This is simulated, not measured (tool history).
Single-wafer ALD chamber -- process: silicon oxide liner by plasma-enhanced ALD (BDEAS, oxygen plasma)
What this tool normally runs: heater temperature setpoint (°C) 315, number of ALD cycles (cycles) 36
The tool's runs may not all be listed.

| run | day | heater temperature setpoint (°C) | number of ALD cycles (cycles) | read-back reference wafer on the same gauge, thickness_nm | mean film thickness on the monitor wafer (Å) |
|---|---|---|---|---|---|
| 1 | 0 | 315 | 36 | 3.452 | 33.74 |
| 2 | 2.004 | 322 | 36 | 3.445 | 33.5 |
| 3 | 4.092 | 315 | 32 | 3.45 | 30.08 |
| 4 | 6.95 | 315 | 36 | 3.451 | 33.81 |
| 5 | 9.558 | 315 | 36 | 3.451 | 33.65 |
| 6 | 12.054 | 315 | 36 | 3.446 | 33.64 |
| 7 | 14.125 | 315 | 36 | 3.449 | 33.86 |
| 8 | 15.146 | 315 | 36 | 3.448 | 33.73 |
| 9 | 18.104 | 315 | 36 | 3.449 | 33.77 |
| 10 | 20.021 | 315 | 30 | 3.449 | 28.17 |
| 11 | 22.812 | 315 | 31 | 3.452 | 29.01 |
| 12 | 23.842 | 315 | 36 | 3.45 | 33.95 |
| 13 | 25.846 | 330 | 39 | 3.455 | 36 |
|  | 26.488 | gauge calibrated |
| 14 | 26.85 | 327 | 34 | 3.449 | 31.28 |
|  | 27.188 | thermocouple changed; heater temperature recalibrated |
| 15 | 28.617 | 315 | 41 | 3.448 | 38.35 |
| 16 | 30.85 | 308 | 31 | 3.454 | 29.23 |
| 17 | 32.954 | 315 | 36 | 3.448 | 33.88 |
| 18 | 34.025 | 315 | 36 | 3.45 | 33.73 |

4 ways to go on from here, each from the tool as it stands after run 18. What would each give?
| A | 34.042 | 315 | 29 | ? | ? |
| B | 34.042 | 315 | 40 | ? | ? |
| C | 34.042 | 324 | 41 | ? | ? |
| D | 34.042 | 315 | 38 | ? | ? |

| run | read-back reference wafer on the same gauge, thickness_nm | mean film thickness on the monitor wafer (Å) |
|---|---|---|
| A | 3.453 | 27.24 |
| B | 3.453 | 37.58 |
| C | 3.453 | 38.08 |
| D | 3.453 | 35.7 |
With no hidden state in the tool, these same runs would have given:
| run | mean film thickness on the monitor wafer (Å) |
|---|---|
| A | 27.24 |
| B | 37.58 |
| C | 38.08 |
| D | 35.7 |
